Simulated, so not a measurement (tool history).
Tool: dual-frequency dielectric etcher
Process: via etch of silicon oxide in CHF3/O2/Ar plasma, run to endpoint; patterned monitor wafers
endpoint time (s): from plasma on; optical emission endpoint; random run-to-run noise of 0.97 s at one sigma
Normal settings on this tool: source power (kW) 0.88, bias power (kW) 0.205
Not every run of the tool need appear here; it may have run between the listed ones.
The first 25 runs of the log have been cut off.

run	hour	source power (kW)	bias power (kW)	wafers since the last listed run	hours since the last wet clean	hours since the last source power generator calibration	hours since the last bias power generator calibration	hours since the last upper electrode change	incoming incoming film thickness, nm	endpoint time (s)
26	558.8	0.76	0.191	86	238.2	393.5	53.2	108.4	526.8	226
27	571.4	0.88	0.205	70	250.8	406.1	65.8	121	519.7	210.7
28	594.4	1.03	0.222	128	273.8	429.1	88.8	144	527.5	200.5
29	617.8	1.08	0.254	130	297.2	452.5	112.2	167.4	525.1	187
30	633.5	0.88	0.205	87	312.9	468.2	127.9	183.1	522.5	212.2
31	649.8	0.74	0.183	91	329.2	484.5	144.2	199.4	524.3	232.2
32	675.8	1.02	0.175	145	355.2	510.5	170.2	225.4	522.6	213.4
33	691.1	0.88	0.187	85	370.5	525.8	185.5	240.7	521.9	215.8
34	721.7	0.88	0.205	171	401.1	556.4	216.1	271.3	523.7	211.6

Below are 5 alternative next runs, each starting from the tool's condition after run 34. Predict each:
A	722.2	0.88	0.205	2	401.6	556.9	216.6	271.8	521.7	?
B	722.2	1.05	0.181	2	401.6	556.9	216.6	271.8	521.7	?
C	722.2	0.99	0.158	2	401.6	556.9	216.6	271.8	521.7	?
D	722.2	0.79	0.174	2	401.6	556.9	216.6	271.8	521.7	?
E	722.2	1.08	0.249	2	401.6	556.9	216.6	271.8	521.7	?

run	endpoint time (s)
A	210.5
B	207.3
C	219
D	227.5
E	187
With the hidden condition removed and each run's random variation left untouched, the same runs would have given:
run	endpoint time (s)
A	214.1
B	210.9
C	222.8
D	231.5
E	190.2

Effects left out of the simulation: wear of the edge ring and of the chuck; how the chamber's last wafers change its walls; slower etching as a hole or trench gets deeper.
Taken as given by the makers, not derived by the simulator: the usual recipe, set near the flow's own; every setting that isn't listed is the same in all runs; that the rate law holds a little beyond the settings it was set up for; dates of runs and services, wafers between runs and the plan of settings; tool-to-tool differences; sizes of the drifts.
